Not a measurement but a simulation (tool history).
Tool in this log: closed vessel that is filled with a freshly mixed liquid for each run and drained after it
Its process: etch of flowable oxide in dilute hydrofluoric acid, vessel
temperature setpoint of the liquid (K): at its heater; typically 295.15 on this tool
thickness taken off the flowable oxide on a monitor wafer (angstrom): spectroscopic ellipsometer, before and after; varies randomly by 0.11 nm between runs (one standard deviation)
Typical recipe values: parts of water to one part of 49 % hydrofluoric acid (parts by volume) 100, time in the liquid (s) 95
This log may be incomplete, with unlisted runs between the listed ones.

| run | day | temperature setpoint of the liquid (K) | parts of water to one part of 49 % hydrofluoric acid (parts by volume) | time in the liquid (s) | read-back film thickness of the flowable oxide reference wafer, read on the same gauge (nm) | thickness taken off the flowable oxide on a monitor wafer (angstrom) |
|---|---|---|---|---|---|---|
| 1 | 0.000 | 295.15 | 100 | 55 | 150.01 | 135.7 |
| 2 | 2.850 | 295.15 | 100 | 55 | 150.04 | 134.4 |
| 3 | 5.279 | 295.15 | 100 | 95 | 150.00 | 234.4 |
| 4 | 11.396 | 295.15 | 100 | 95 | 150.00 | 234.7 |
| 5 | 13.792 | 295.15 | 100 | 95 | 150.01 | 235.9 |
| 6 | 15.188 | 295.15 | 100 | 95 | 150.00 | 236.7 |
| 7 | 16.625 | 295.15 | 100 | 95 | 150.01 | 236.5 |
| 8 | 18.817 | 295.15 | 100 | 95 | 150.01 | 240.5 |
| 9 | 20.100 | 295.15 | 100 | 95 | 150.01 | 237.6 |
| 10 | 21.533 | 295.15 | 100 | 95 | 150.02 | 237.5 |
|  | 24.075 | thermometer replaced |
| 11 | 24.317 | 295.15 | 100 | 95 | 150.02 | 237.8 |
|  | 26.688 | hydrofluoric acid flow meter replaced |
| 12 | 28.475 | 291.15 | 100 | 95 | 150.00 | 188.9 |
| 13 | 30.512 | 292.65 | 100 | 50 | 150.00 | 105.2 |
|  | 31.650 | gauge calibrated |
| 14 | 33.133 | 299.65 | 120 | 140 | 149.98 | 315.6 |
| 15 | 40.971 | 292.65 | 100 | 50 | 150.01 | 106.4 |
| 16 | 43.079 | 295.15 | 130 | 120 | 149.98 | 210.3 |
| 17 | 45.933 | 295.15 | 125 | 95 | 150.03 | 175.1 |
| 18 | 47.067 | 295.15 | 130 | 95 | 150.01 | 167.0 |
| 19 | 49.483 | 295.15 | 100 | 95 | 149.99 | 227.0 |
| 20 | 51.692 | 293.15 | 75 | 150 | 150.00 | 448.5 |

Below are 5 alternative next runs, each starting from the tool's condition after run 20. Predict each:
| A | 51.721 | 290.65 | 100 | 95 | ? | ? |
| B | 51.721 | 298.65 | 55 | 135 | ? | ? |
| C | 51.721 | 298.65 | 130 | 95 | ? | ? |
| D | 51.721 | 299.15 | 100 | 95 | ? | ? |
| E | 51.721 | 295.15 | 100 | 70 | ? | ? |

| run | read-back film thickness of the flowable oxide reference wafer, read on the same gauge (nm) | thickness taken off the flowable oxide on a monitor wafer (angstrom) |
|---|---|---|
| A | 149.99 | 188.3 |
| B | 149.99 | 713.8 |
| C | 149.99 | 193.2 |
| D | 149.99 | 265.7 |
| E | 149.99 | 167.0 |
With the hidden condition removed and each run's random variation left untouched, the same runs would have given:
| run | thickness taken off the flowable oxide on a monitor wafer (angstrom) |
|---|---|
| A | 184.6 |
| B | 700.1 |
| C | 189.2 |
| D | 260.4 |
| E | 163.7 |

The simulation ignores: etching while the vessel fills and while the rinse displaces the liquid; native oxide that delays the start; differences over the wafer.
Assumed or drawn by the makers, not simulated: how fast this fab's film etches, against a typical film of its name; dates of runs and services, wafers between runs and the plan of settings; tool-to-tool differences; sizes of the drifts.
